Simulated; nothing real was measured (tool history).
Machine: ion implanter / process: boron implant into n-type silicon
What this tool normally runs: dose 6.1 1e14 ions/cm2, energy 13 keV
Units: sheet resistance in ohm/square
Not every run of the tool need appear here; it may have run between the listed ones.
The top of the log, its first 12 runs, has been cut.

run	day	dose	energy	read-back reference wafer on the same gauge, sheet resistance	sheet resistance
13	26.404	6.1	13	161.08	190.69
14	27.825	6.1	13	160.89	190.23
15	28.954	6.77	9.5	161.15	180.78
16	31.004	4.87	9.5	160.82	233.14
17	32.096	6.1	17	161.18	186.05
18	34.746	6.1	13	160.87	189.8
19	37.588	4.69	8.5	161.09	242.71
# day 37.975: Faraday cup replaced and dose calibrated
20	42.221	6.1	13	160.99	206.22
21	44.188	6.1	13	160.86	205.71
22	46.071	5.5	10.5	161.24	226.73
23	47.646	4.31	9.5	160.84	280.83
# day 49.921: extraction supply calibrated
24	50.217	5.19	13	160.8	233.8
25	51.625	7.87	8.5	160.76	177.45
26	57.825	6.1	13	160.92	204.94
27	59.029	6.1	13	160.99	204.31
# day 60.412: Faraday cup replaced and dose calibrated, repeated, since the last time left the tool worse
28	60.488	7.71	16.5	161.05	156.56
29	62.562	6.9	9	161.05	183.18
30	65.1	6.1	13	161.03	192.92
31	66.121	5.5	16	161.17	208.17
32	68.388	7.87	15	161.05	155.15
33	70.6	7.92	13	160.9	157.07
34	71.771	6.1	13	161.05	192.72
35	74.558	7.92	16.5	161.01	152.32
36	75.592	6.1	13	161.17	193.32
37	77.783	6.9	9	160.99	182.49

Predict each of these 4 candidate next runs independently; none follows another, all start after run 37:
A	77.8	7.33	13	?	?
B	77.8	4.29	10.5	?	?
C	77.8	5.4	9.5	?	?
D	77.8	6.1	15.5	?	?

run	read-back reference wafer on the same gauge, sheet resistance	sheet resistance
A	161.2	166.39
B	161.2	261.72
C	161.2	217.98
D	161.2	190.44
With no hidden state in the tool, these same runs would have given:
run	sheet resistance
A	168.09
B	264.61
C	220.27
D	192.5
